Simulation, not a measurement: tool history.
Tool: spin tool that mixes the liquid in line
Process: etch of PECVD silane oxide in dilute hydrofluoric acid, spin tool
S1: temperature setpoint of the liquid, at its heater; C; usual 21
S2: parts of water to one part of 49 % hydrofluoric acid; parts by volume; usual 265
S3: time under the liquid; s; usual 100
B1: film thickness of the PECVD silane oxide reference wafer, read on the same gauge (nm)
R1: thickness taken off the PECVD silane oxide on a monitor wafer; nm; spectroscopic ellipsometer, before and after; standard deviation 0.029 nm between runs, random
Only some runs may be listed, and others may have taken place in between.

run	hour	S1	S2	S3	B1	R1
1	0	21	355	100	70	4.6
2	42.5	21	355	100	69.98	4.61
3	112.6	21	210	100	70	8.89
4	168.6	21	210	100	70	8.9
5	226.4	21	265	100	70	6.7
6	280	21	265	100	69.98	6.69
7	399.6	21	265	100	69.99	6.67
8	442.6	21	265	60	69.98	4.02
9	490.9	21	195	100	69.99	9.7
10	552.9	21	195	100	70.02	9.75
# hour 573.7: hydrofluoric acid flow meter replaced
11	621.5	21	195	100	70	9.72
# hour 635.9: thermometer replaced
12	649.3	18	265	115	70	6.89
13	686.6	18	265	115	69.99	6.86
14	726.8	18	265	115	70.02	6.84
15	782.6	21	265	100	69.99	6.64
16	852.5	21	265	100	69.99	6.69
17	877.7	21	265	100	70.01	6.64
18	942.5	21	265	100	70.01	6.67
# hour 944.8: gauge calibrated
19	1005.1	21	265	100	70	6.63
20	1034.7	25.5	340	65	70.01	3.71
21	1102.9	21	265	140	69.99	9.42
22	1163.1	21	140	100	70	14.38
23	1225.1	17	145	100	70.01	11.83
24	1255.9	17	325	100	70	4.47
25	1296.3	18	265	100	70	5.98
# hour 1334.2: hydrofluoric acid flow meter replaced
26	1367.5	21	175	100	69.99	11.1
27	1406.7	26	265	100	70	7.97
28	1437.6	21	265	75	70	4.96
29	1505.2	17	265	80	70	4.58
30	1541.2	19.5	375	100	70.02	4.08
31	1597.4	23.5	265	100	70.01	7.3
32	1645.9	24.5	215	50	70.02	4.89

Alternative continuations, all from the tool just after run 32; predict every row:
A	1646.3	25	265	100	?	?
B	1646.3	19	300	40	?	?
C	1646.3	24.5	265	70	?	?
D	1646.3	17	360	100	?	?
E	1646.3	17.5	350	150	?	?

run	B1	R1
A	70	7.72
B	70	2.13
C	70	5.31
D	70	3.92
E	70	6.2
Stripped of hidden state, with their random variation kept, the same runs would have yielded:
run	R1
A	7.72
B	2.13
C	5.31
D	3.92
E	6.2
